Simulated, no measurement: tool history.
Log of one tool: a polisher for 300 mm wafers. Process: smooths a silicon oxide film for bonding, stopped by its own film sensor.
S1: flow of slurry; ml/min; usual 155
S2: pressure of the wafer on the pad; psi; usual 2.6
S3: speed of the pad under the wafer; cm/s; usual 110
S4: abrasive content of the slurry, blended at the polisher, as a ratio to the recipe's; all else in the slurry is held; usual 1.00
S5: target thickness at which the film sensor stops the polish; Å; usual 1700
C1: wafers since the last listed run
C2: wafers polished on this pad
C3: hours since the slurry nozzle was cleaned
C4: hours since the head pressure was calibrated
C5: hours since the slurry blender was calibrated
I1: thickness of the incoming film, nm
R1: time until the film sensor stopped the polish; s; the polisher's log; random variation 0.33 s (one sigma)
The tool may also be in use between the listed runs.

| run | day | S1 | S2 | S3 | S4 | S5 | C1 | C2 | C3 | C4 | C5 | I1 | R1 |
|---|---|---|---|---|---|---|---|---|---|---|---|---|---|
| 1 | 0.000 | 140 | 2.6 | 110 | 1.00 | 1640 | 0 | 2870 | 539.7 | 221.1 | 219.7 | 205.3 | 38.8 |
|  | 2.129 | slurry nozzle cleaned |
| 2 | 4.921 | 155 | 2.6 | 110 | 1.00 | 1700 | 1579 | 4449 | 67.0 | 339.2 | 337.8 | 209.8 | 37.6 |
|  | 6.038 | worn pad replaced by a new one |
| 3 | 6.429 | 155 | 2.6 | 110 | 1.00 | 1700 | 434 | 127 | 103.2 | 375.4 | 374.0 | 212.4 | 40.1 |
| 4 | 7.529 | 155 | 2.6 | 110 | 1.00 | 1700 | 356 | 483 | 129.6 | 401.8 | 400.4 | 209.6 | 37.0 |
|  | 8.154 | slurry blender recalibrated |
| 5 | 8.938 | 155 | 2.6 | 110 | 1.00 | 1700 | 428 | 912 | 163.4 | 435.6 | 18.8 | 207.8 | 32.8 |
| 6 | 11.738 | 155 | 2.6 | 110 | 1.00 | 1700 | 906 | 1818 | 230.6 | 502.8 | 86.0 | 211.3 | 36.9 |
| 7 | 13.854 | 155 | 2.6 | 110 | 1.00 | 1700 | 685 | 2503 | 281.4 | 553.6 | 136.8 | 211.1 | 37.1 |
|  | 15.242 | head pressure recalibrated |
| 8 | 15.262 | 155 | 2.6 | 110 | 1.00 | 1700 | 428 | 2932 | 315.2 | 0.5 | 170.6 | 208.7 | 36.1 |
| 9 | 17.579 | 155 | 2.6 | 138 | 0.85 | 1700 | 749 | 3682 | 370.8 | 56.1 | 226.2 | 208.1 | 33.6 |
| 10 | 19.254 | 155 | 2.6 | 138 | 0.85 | 1700 | 542 | 4224 | 411.0 | 96.3 | 266.4 | 212.3 | 38.3 |
| 11 | 20.292 | 155 | 2.6 | 138 | 0.85 | 1700 | 335 | 4560 | 435.9 | 121.2 | 291.3 | 211.2 | 36.4 |
| 12 | 22.017 | 120 | 2.6 | 144 | 1.00 | 1700 | 558 | 5118 | 477.3 | 162.6 | 332.7 | 210.0 | 31.7 |
|  | 22.679 | worn pad replaced by a new one |
|  | 22.758 | slurry blender recalibrated |
|  | 24.304 | slurry nozzle cleaned |
| 13 | 24.850 | 155 | 2.6 | 110 | 1.00 | 1700 | 823 | 663 | 13.1 | 230.6 | 50.2 | 212.3 | 37.4 |
| 14 | 26.558 | 155 | 2.6 | 140 | 1.00 | 1700 | 552 | 1216 | 54.1 | 271.6 | 91.2 | 209.4 | 29.1 |
| 15 | 29.854 | 155 | 2.6 | 110 | 1.00 | 1700 | 1066 | 2282 | 133.2 | 350.7 | 170.3 | 212.7 | 39.8 |
| 16 | 31.804 | 155 | 1.9 | 110 | 1.00 | 1700 | 631 | 2913 | 180.0 | 397.5 | 217.1 | 208.8 | 44.7 |
| 17 | 33.600 | 155 | 2.6 | 110 | 1.00 | 1700 | 581 | 3495 | 223.1 | 440.6 | 260.2 | 209.6 | 37.0 |
| 18 | 35.546 | 155 | 2.6 | 110 | 1.00 | 1700 | 629 | 4125 | 269.8 | 487.3 | 306.9 | 213.6 | 41.4 |
|  | 37.371 | worn pad replaced by a new one, of another model than before |
| 19 | 38.379 | 200 | 2.1 | 110 | 1.25 | 1760 | 863 | 326 | 337.8 | 555.3 | 374.9 | 209.5 | 32.9 |
|  | 40.262 | slurry blender recalibrated |
| 20 | 40.742 | 135 | 1.9 | 110 | 1.15 | 1820 | 737 | 1064 | 394.5 | 612.0 | 11.5 | 208.5 | 29.6 |
| 21 | 43.625 | 110 | 1.9 | 110 | 1.15 | 1700 | 933 | 1997 | 463.7 | 681.2 | 80.7 | 207.9 | 45.7 |
|  | 44.217 | slurry nozzle cleaned |
| 22 | 44.767 | 155 | 2.6 | 128 | 1.00 | 1790 | 356 | 2353 | 13.2 | 708.6 | 108.1 | 209.5 | 26.2 |
|  | 46.271 | head pressure recalibrated |
| 23 | 47.088 | 155 | 2.2 | 72 | 1.00 | 1700 | 724 | 3077 | 68.9 | 19.6 | 163.8 | 213.9 | 57.0 |
| 24 | 49.838 | 155 | 2.6 | 82 | 1.00 | 1780 | 890 | 3967 | 134.9 | 85.6 | 229.8 | 207.4 | 30.6 |
|  | 50.375 | worn pad replaced by a new one |
| 25 | 52.246 | 155 | 3.4 | 80 | 0.80 | 1700 | 725 | 605 | 192.7 | 143.4 | 287.6 | 210.5 | 39.4 |
| 26 | 54.904 | 190 | 2.6 | 110 | 1.00 | 1700 | 860 | 1465 | 256.5 | 207.2 | 351.4 | 208.2 | 35.8 |
|  | 55.012 | slurry blender recalibrated |
| 27 | 56.354 | 155 | 2.6 | 110 | 1.00 | 1700 | 442 | 1908 | 291.3 | 242.0 | 32.2 | 205.8 | 31.6 |
| 28 | 63.779 | 155 | 2.6 | 110 | 1.00 | 1700 | 2403 | 4311 | 469.5 | 420.2 | 210.4 | 209.8 | 37.3 |
|  | 64.575 | slurry nozzle cleaned |
| 29 | 64.788 | 155 | 2.6 | 110 | 1.10 | 1700 | 312 | 4624 | 5.1 | 444.4 | 234.6 | 209.4 | 35.0 |

The tool's hidden state at each run:
removal rate lost through wear of the pad, %: 0 in every run
slurry flow missing at the pad, %: 0 in every run
deviation of the head's pressure from its setpoint, %: 0 in every run
H1: abrasive missing from the slurry, %
| run | H1 |
|---|---|
| 1 | 12.7 |
| 2 | 14.4 |
| 3 | 14.7 |
| 4 | 14.9 |
| 5 | 2.55 |
| 6 | 8.01 |
| 7 | 10.6 |
| 8 | 11.8 |
| 9 | 13.3 |
| 10 | 14 |
| 11 | 14.4 |
| 12 | 14.8 |
| 13 | 5.1 |
| 14 | 7.96 |
| 15 | 11.5 |
| 16 | 12.7 |
| 17 | 13.6 |
| 18 | 14.2 |
| 19 | 14.8 |
| 20 | 2.36 |
| 21 | 8.26 |
| 22 | 9.85 |
| 23 | 12.2 |
| 24 | 14 |
| 25 | 14.9 |
| 26 | 15.6 |
| 27 | 4.18 |
| 28 | 13.2 |
| 29 | 13.8 |
